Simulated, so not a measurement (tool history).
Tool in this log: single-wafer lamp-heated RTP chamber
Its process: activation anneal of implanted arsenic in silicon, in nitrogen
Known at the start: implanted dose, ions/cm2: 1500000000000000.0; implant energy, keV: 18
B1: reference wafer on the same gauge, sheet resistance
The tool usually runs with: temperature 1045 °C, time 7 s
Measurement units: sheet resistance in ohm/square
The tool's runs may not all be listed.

{"run": 1, "hour": 0.0, "temperature": 1045, "time": 7, "B1": 95.87, "sheet resistance": 109.65}
{"run": 2, "hour": 35.2, "temperature": 1045, "time": 7, "B1": 95.93, "sheet resistance": 108.76}
{"run": 3, "hour": 61.1, "temperature": 1045, "time": 7, "B1": 96.04, "sheet resistance": 109.42}
{"run": 4, "hour": 74.9, "temperature": 1045, "time": 7, "B1": 95.92, "sheet resistance": 109.07}
{"run": 5, "hour": 93.6, "temperature": 1045, "time": 7, "B1": 95.97, "sheet resistance": 108.39}
{"run": 6, "hour": 116.4, "temperature": 1045, "time": 7, "B1": 95.78, "sheet resistance": 108.01}
{"run": 7, "hour": 131.8, "temperature": 1045, "time": 7, "B1": 95.83, "sheet resistance": 107.45}
{"run": 8, "hour": 150.3, "temperature": 1045, "time": 7, "B1": 96.22, "sheet resistance": 108.1}
{"run": 9, "hour": 164.8, "temperature": 1045, "time": 7, "B1": 95.68, "sheet resistance": 107.9}
{"hour": 210.8, "done": "pyrometer window cleaned and pyrometer calibrated"}
{"run": 10, "hour": 251.7, "temperature": 1045, "time": 7, "B1": 96.05, "sheet resistance": 111.41}
{"run": 11, "hour": 280.0, "temperature": 1045, "time": 7, "B1": 96.31, "sheet resistance": 111.3}
{"hour": 326.6, "done": "gauge calibrated"}
{"run": 12, "hour": 364.1, "temperature": 1045, "time": 7, "B1": 96.14, "sheet resistance": 111.37}
{"run": 13, "hour": 382.4, "temperature": 1045, "time": 7, "B1": 95.93, "sheet resistance": 109.53}
{"run": 14, "hour": 401.3, "temperature": 1045, "time": 7, "B1": 96.22, "sheet resistance": 111.02}
{"hour": 422.2, "done": "reflector plate cleaned"}
{"run": 15, "hour": 429.8, "temperature": 1045, "time": 7, "B1": 96.05, "sheet resistance": 110.48}
{"run": 16, "hour": 462.2, "temperature": 1062, "time": 11, "B1": 96.06, "sheet resistance": 97.31}
{"run": 17, "hour": 479.0, "temperature": 1060, "time": 7, "B1": 95.99, "sheet resistance": 105.21}
{"run": 18, "hour": 505.6, "temperature": 1045, "time": 7, "B1": 96.04, "sheet resistance": 109.93}
{"run": 19, "hour": 534.6, "temperature": 1045, "time": 7, "B1": 96.19, "sheet resistance": 109.53}
{"run": 20, "hour": 563.3, "temperature": 1045, "time": 7, "B1": 95.98, "sheet resistance": 109.94}
{"run": 21, "hour": 583.1, "temperature": 1045, "time": 7, "B1": 95.91, "sheet resistance": 109.68}
{"run": 22, "hour": 607.7, "temperature": 1045, "time": 11, "B1": 95.91, "sheet resistance": 102.45}
{"run": 23, "hour": 623.3, "temperature": 1035, "time": 10, "B1": 96.0, "sheet resistance": 107.2}
{"run": 24, "hour": 640.1, "temperature": 1045, "time": 7, "B1": 95.94, "sheet resistance": 109.17}
{"run": 25, "hour": 655.8, "temperature": 1037, "time": 4, "B1": 96.22, "sheet resistance": 118.84}
{"run": 26, "hour": 676.6, "temperature": 1058, "time": 4, "B1": 95.86, "sheet resistance": 111.31}
{"run": 27, "hour": 692.0, "temperature": 1045, "time": 7, "B1": 96.07, "sheet resistance": 108.82}
{"run": 28, "hour": 764.1, "temperature": 1060, "time": 6, "B1": 95.87, "sheet resistance": 103.94}
{"run": 29, "hour": 777.2, "temperature": 1045, "time": 7, "B1": 95.87, "sheet resistance": 107.62}
{"hour": 795.8, "done": "pyrometer window cleaned and pyrometer calibrated"}
{"run": 30, "hour": 796.3, "temperature": 1045, "time": 7, "B1": 96.1, "sheet resistance": 111.51}
{"run": 31, "hour": 809.0, "temperature": 1045, "time": 8, "B1": 96.0, "sheet resistance": 109.19}
{"run": 32, "hour": 826.0, "temperature": 1045, "time": 10, "B1": 96.03, "sheet resistance": 106.33}
{"run": 33, "hour": 847.7, "temperature": 1045, "time": 7, "B1": 95.95, "sheet resistance": 111.23}
{"run": 34, "hour": 873.3, "temperature": 1035, "time": 6, "B1": 95.91, "sheet resistance": 117.54}
{"run": 35, "hour": 899.8, "temperature": 1016, "time": 9, "B1": 96.07, "sheet resistance": 119.6}
{"run": 36, "hour": 926.0, "temperature": 1069, "time": 11, "B1": 96.14, "sheet resistance": 96.1}

What the log doesn't show, run by run:
wafer temperature error from the tarnished reflector plate, K: 0 on each run
gauge reads high (%): 0 on each run
H1: true wafer temperature minus pyrometer reading, K
run=1 H1=5.28
run=2 H1=6.16
run=3 H1=6.85
run=4 H1=7.24
run=5 H1=7.79
run=6 H1=8.49
run=7 H1=8.99
run=8 H1=9.6
run=9 H1=10.1
run=10 H1=1.08
run=11 H1=1.18
run=12 H1=1.82
run=13 H1=2.02
run=14 H1=2.25
run=15 H1=2.64
run=16 H1=3.16
run=17 H1=3.46
run=18 H1=3.96
run=19 H1=4.57
run=20 H1=5.23
run=21 H1=5.72
run=22 H1=6.36
run=23 H1=6.79
run=24 H1=7.27
run=25 H1=7.73
run=26 H1=8.37
run=27 H1=8.87
run=28 H1=11.4
run=29 H1=11.9
run=30 H1=0.65
run=31 H1=0.656
run=32 H1=0.681
run=33 H1=0.741
run=34 H1=0.853
run=35 H1=1.02
run=36 H1=1.22
